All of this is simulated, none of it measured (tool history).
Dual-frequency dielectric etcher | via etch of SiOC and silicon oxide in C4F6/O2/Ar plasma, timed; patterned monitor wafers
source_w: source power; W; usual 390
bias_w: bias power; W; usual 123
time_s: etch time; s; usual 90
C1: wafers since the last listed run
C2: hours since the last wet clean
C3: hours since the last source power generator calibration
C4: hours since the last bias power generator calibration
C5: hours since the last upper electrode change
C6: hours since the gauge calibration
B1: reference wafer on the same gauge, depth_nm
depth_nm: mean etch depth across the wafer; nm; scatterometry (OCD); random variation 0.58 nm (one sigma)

{"run": 1, "hour": 0.0, "source_w": 390, "bias_w": 123, "time_s": 90, "C1": 0, "C2": 321.9, "C3": 399.8, "C4": 3447.6, "C5": 1758.1, "C6": 1978.8, "B1": 88.8, "depth_nm": 83.5}
{"run": 2, "hour": 52.4, "source_w": 390, "bias_w": 123, "time_s": 90, "C1": 360, "C2": 374.3, "C3": 452.2, "C4": 3500, "C5": 1810.5, "C6": 2031.2, "B1": 88.7, "depth_nm": 83.7}
{"run": 3, "hour": 124.8, "source_w": 390, "bias_w": 123, "time_s": 90, "C1": 498, "C2": 446.7, "C3": 524.6, "C4": 3572.4, "C5": 1882.9, "C6": 2103.6, "B1": 88.7, "depth_nm": 83.1}
{"run": 4, "hour": 221.1, "source_w": 390, "bias_w": 123, "time_s": 71, "C1": 662, "C2": 543, "C3": 620.9, "C4": 3668.7, "C5": 1979.2, "C6": 2199.9, "B1": 88.7, "depth_nm": 65.1}
{"run": 5, "hour": 280.0, "source_w": 390, "bias_w": 123, "time_s": 71, "C1": 405, "C2": 601.9, "C3": 679.8, "C4": 3727.6, "C5": 2038.1, "C6": 2258.8, "B1": 88.8, "depth_nm": 64.1}
{"run": 6, "hour": 378.0, "source_w": 390, "bias_w": 123, "time_s": 71, "C1": 674, "C2": 699.9, "C3": 777.8, "C4": 3825.6, "C5": 2136.1, "C6": 2356.8, "B1": 88.8, "depth_nm": 64.4}
{"hour": 424.9, "done": "wet clean of the chamber"}
{"run": 7, "hour": 480.7, "source_w": 390, "bias_w": 123, "time_s": 90, "C1": 541, "C2": 55.8, "C3": 880.5, "C4": 3928.3, "C5": 2238.8, "C6": 2459.5, "B1": 88.6, "depth_nm": 85.6}
{"run": 8, "hour": 720.5, "source_w": 390, "bias_w": 123, "time_s": 90, "C1": 1650, "C2": 295.6, "C3": 1120.3, "C4": 4168.1, "C5": 2478.6, "C6": 2699.3, "B1": 88.7, "depth_nm": 83.6}
{"run": 9, "hour": 807.8, "source_w": 390, "bias_w": 123, "time_s": 90, "C1": 600, "C2": 382.9, "C3": 1207.6, "C4": 4255.4, "C5": 2565.9, "C6": 2786.6, "B1": 88.7, "depth_nm": 82.6}
{"run": 10, "hour": 848.5, "source_w": 450, "bias_w": 153, "time_s": 90, "C1": 280, "C2": 423.6, "C3": 1248.3, "C4": 4296.1, "C5": 2606.6, "C6": 2827.3, "B1": 88.7, "depth_nm": 92.3}
{"hour": 888.9, "done": "bias power generator calibrated"}
{"hour": 1073.0, "done": "wet clean of the chamber"}
{"run": 11, "hour": 1075.0, "source_w": 460, "bias_w": 123, "time_s": 97, "C1": 1366, "C2": 2, "C3": 1474.8, "C4": 186.1, "C5": 2833.1, "C6": 3053.8, "B1": 88.9, "depth_nm": 97.6}
{"run": 12, "hour": 1174.8, "source_w": 390, "bias_w": 101, "time_s": 90, "C1": 686, "C2": 101.8, "C3": 1574.6, "C4": 285.9, "C5": 2932.9, "C6": 3153.6, "B1": 88.7, "depth_nm": 80.3}
{"run": 13, "hour": 1216.1, "source_w": 390, "bias_w": 114, "time_s": 102, "C1": 284, "C2": 143.1, "C3": 1615.9, "C4": 327.2, "C5": 2974.2, "C6": 3194.9, "B1": 88.6, "depth_nm": 93}
{"run": 14, "hour": 1262.8, "source_w": 430, "bias_w": 133, "time_s": 100.5, "C1": 321, "C2": 189.8, "C3": 1662.6, "C4": 373.9, "C5": 3020.9, "C6": 3241.6, "B1": 88.8, "depth_nm": 99}
{"run": 15, "hour": 1324.9, "source_w": 300, "bias_w": 106, "time_s": 112.5, "C1": 427, "C2": 251.9, "C3": 1724.7, "C4": 436, "C5": 3083, "C6": 3303.7, "B1": 88.8, "depth_nm": 93.6}
{"hour": 1352.8, "done": "upper electrode replaced"}
{"run": 16, "hour": 1366.6, "source_w": 390, "bias_w": 107, "time_s": 90, "C1": 121, "C2": 293.6, "C3": 1766.4, "C4": 477.7, "C5": 13.8, "C6": 3345.4, "B1": 88.7, "depth_nm": 80.2}
{"run": 17, "hour": 1554.4, "source_w": 460, "bias_w": 123, "time_s": 108.5, "C1": 1292, "C2": 481.4, "C3": 1954.2, "C4": 665.5, "C5": 201.6, "C6": 3533.2, "B1": 88.5, "depth_nm": 105}
{"run": 18, "hour": 1650.0, "source_w": 390, "bias_w": 123, "time_s": 90, "C1": 657, "C2": 577, "C3": 2049.8, "C4": 761.1, "C5": 297.2, "C6": 3628.8, "B1": 88.6, "depth_nm": 82.8}
{"run": 19, "hour": 1703.0, "source_w": 390, "bias_w": 123, "time_s": 90, "C1": 364, "C2": 630, "C3": 2102.8, "C4": 814.1, "C5": 350.2, "C6": 3681.8, "B1": 88.8, "depth_nm": 81.6}
{"hour": 1783.7, "done": "wet clean of the chamber"}
{"hour": 1882.9, "done": "source power generator calibrated"}
{"hour": 1927.1, "done": "gauge calibrated"}
{"run": 20, "hour": 2005.9, "source_w": 390, "bias_w": 123, "time_s": 99, "C1": 1892, "C2": 222.2, "C3": 123, "C4": 1117, "C5": 653.1, "C6": 78.8, "B1": 88.7, "depth_nm": 93.5}
{"run": 21, "hour": 2079.3, "source_w": 390, "bias_w": 123, "time_s": 78.5, "C1": 505, "C2": 295.6, "C3": 196.4, "C4": 1190.4, "C5": 726.5, "C6": 152.2, "B1": 88.5, "depth_nm": 73.8}
{"run": 22, "hour": 2155.3, "source_w": 440, "bias_w": 140, "time_s": 113.5, "C1": 523, "C2": 371.6, "C3": 272.4, "C4": 1266.4, "C5": 802.5, "C6": 228.2, "B1": 88.6, "depth_nm": 113.2}
{"run": 23, "hour": 2193.2, "source_w": 320, "bias_w": 123, "time_s": 90, "C1": 260, "C2": 409.5, "C3": 310.3, "C4": 1304.3, "C5": 840.4, "C6": 266.1, "B1": 88.5, "depth_nm": 79.2}
{"run": 24, "hour": 2237.8, "source_w": 440, "bias_w": 140, "time_s": 113.5, "C1": 306, "C2": 454.1, "C3": 354.9, "C4": 1348.9, "C5": 885, "C6": 310.7, "B1": 88.8, "depth_nm": 112.2}
{"run": 25, "hour": 2284.5, "source_w": 390, "bias_w": 123, "time_s": 81, "C1": 321, "C2": 500.8, "C3": 401.6, "C4": 1395.6, "C5": 931.7, "C6": 357.4, "B1": 88.8, "depth_nm": 74.4}
{"hour": 2461.5, "done": "wet clean of the chamber"}
{"run": 26, "hour": 2577.9, "source_w": 390, "bias_w": 123, "time_s": 78.5, "C1": 1854, "C2": 116.4, "C3": 695, "C4": 1689, "C5": 1225.1, "C6": 650.8, "B1": 88.7, "depth_nm": 74.9}
{"run": 27, "hour": 2633.1, "source_w": 390, "bias_w": 123, "time_s": 90, "C1": 379, "C2": 171.6, "C3": 750.2, "C4": 1744.2, "C5": 1280.3, "C6": 706, "B1": 88.7, "depth_nm": 85.5}
{"run": 28, "hour": 2680.0, "source_w": 470, "bias_w": 123, "time_s": 69, "C1": 322, "C2": 218.5, "C3": 797.1, "C4": 1791.1, "C5": 1327.2, "C6": 752.9, "B1": 88.6, "depth_nm": 69.1}
{"run": 29, "hour": 2734.2, "source_w": 360, "bias_w": 148, "time_s": 105.5, "C1": 373, "C2": 272.7, "C3": 851.3, "C4": 1845.3, "C5": 1381.4, "C6": 807.1, "B1": 88.7, "depth_nm": 103}
{"run": 30, "hour": 2788.0, "source_w": 340, "bias_w": 123, "time_s": 110.5, "C1": 370, "C2": 326.5, "C3": 905.1, "C4": 1899.1, "C5": 1435.2, "C6": 860.9, "B1": 88.6, "depth_nm": 99}

Hidden state or all else? Some run-to-run changes of depth_nm, split into what the settings, what came in and random variation would give without the hidden state, and what is left for the hidden state (with any gauge scatter that isn't in both results):
The hidden state here: etch rate over this chamber's usual, %; source power that arrives over what is set, %; bias power that arrives over what is set, %; gauge reads high (%).
Run 6 -> 7: time_s 71 -> 90, wet clean of the chamber. depth_nm +21.2 nm: hidden state +3.1, all else +18.1.
Run 10 -> 11: source_w 450 -> 460, bias_w 153 -> 123, time_s 90 -> 97, bias power generator calibrated, wet clean of the chamber. depth_nm +5.3 nm: hidden state +2.7, all else +2.6.
Run 19 -> 20: time_s 90 -> 99, wet clean of the chamber, source power generator calibrated, gauge calibrated. depth_nm +11.9 nm: hidden state +2.6, all else +9.3.
Run 21 -> 22: source_w 390 -> 440, bias_w 123 -> 140, time_s 78.5 -> 113.5. depth_nm +39.4 nm: hidden state -1.6, all else +41.
Run 22 -> 23: source_w 440 -> 320, bias_w 140 -> 123, time_s 113.5 -> 90. depth_nm -34 nm: hidden state +0.8, all else -34.8.
Run 24 -> 25: source_w 440 -> 390, bias_w 140 -> 123, time_s 113.5 -> 81. depth_nm -37.8 nm: hidden state +1, all else -38.8.
